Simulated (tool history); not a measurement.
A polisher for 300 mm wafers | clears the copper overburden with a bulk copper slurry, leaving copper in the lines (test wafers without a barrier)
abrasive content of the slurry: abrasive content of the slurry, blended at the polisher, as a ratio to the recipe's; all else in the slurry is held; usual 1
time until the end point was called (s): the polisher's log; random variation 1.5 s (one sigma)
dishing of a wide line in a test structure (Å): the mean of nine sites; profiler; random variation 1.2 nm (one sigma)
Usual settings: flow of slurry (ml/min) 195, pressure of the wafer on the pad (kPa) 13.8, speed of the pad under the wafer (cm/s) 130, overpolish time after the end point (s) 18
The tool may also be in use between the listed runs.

run   hour  flow of slurry (ml/min)  pressure of the wafer on the pad (kPa)  speed of the pad under the wafer (cm/s)  abrasive content of the slurry  overpolish time after the end point (s)  incoming thickness of the incoming film, nm  time until the end point was called (s)  dishing of a wide line in a test structure (Å)
  1      0                      195                                    13.8                                      130                               1                                       18                                       1276.7                                    163.3                                             640
  2     18                      195                                    13.8                                      130                               1                                       18                                       1315.1                                    166.9                                             633
  3   48.1                      195                                    13.8                                      130                               1                                       18                                       1276.6                                    158.3                                             638
  4   74.7                      195                                    13.8                                      130                               1                                       18                                       1270.2                                    159.8                                             617
  5   88.6                      195                                    13.8                                      130                               1                                       18                                       1268.1                                    157.6                                             644
  6  111.3                      195                                    13.8                                      130                               1                                       18                                       1268.3                                      158                                             645
  7  133.7                      195                                    13.8                                      130                               1                                       18                                       1300.7                                    162.3                                             628
  8  165.4                      195                                    13.8                                      130                               1                                       18                                       1275.6                                    159.3                                             645
  9  179.9                      195                                    13.8                                      130                               1                                       18                                       1295.1                                    159.1                                             656
 10  214.9                      195                                    13.8                                      130                               1                                       14                                       1286.9                                      159                                             562
     231.5  -- worn pad replaced by a new one
     240.2  -- slurry blender recalibrated
 11  249.5                      195                                    13.8                                      130                               1                                       14                                         1296                                    157.2                                             557
     265.9  -- slurry nozzle cleaned
 12  274.1                      225                                    13.8                                      130                               1                                       11                                       1281.5                                    154.4                                             481
 13  306.9                      195                                      11                                      130                               1                                       18                                       1313.3                                    194.7                                             551
 14  334.1                      235                                     9.7                                      130                            1.15                                       21                                       1291.2                                    212.2                                             572

The next listed run, before its measurement:
 15  352.3                      225                                    12.4                                      130                               1                                       13                                       1289.3                                        ?                                               ?

{"run 15": {"time until the end point was called (s)": 168.4, "dishing of a wide line in a test structure (Å)": 520}}
Without the tool's hidden state the same run would have given time until the end point was called (s) 182.8, dishing of a wide line in a test structure (Å) 487.

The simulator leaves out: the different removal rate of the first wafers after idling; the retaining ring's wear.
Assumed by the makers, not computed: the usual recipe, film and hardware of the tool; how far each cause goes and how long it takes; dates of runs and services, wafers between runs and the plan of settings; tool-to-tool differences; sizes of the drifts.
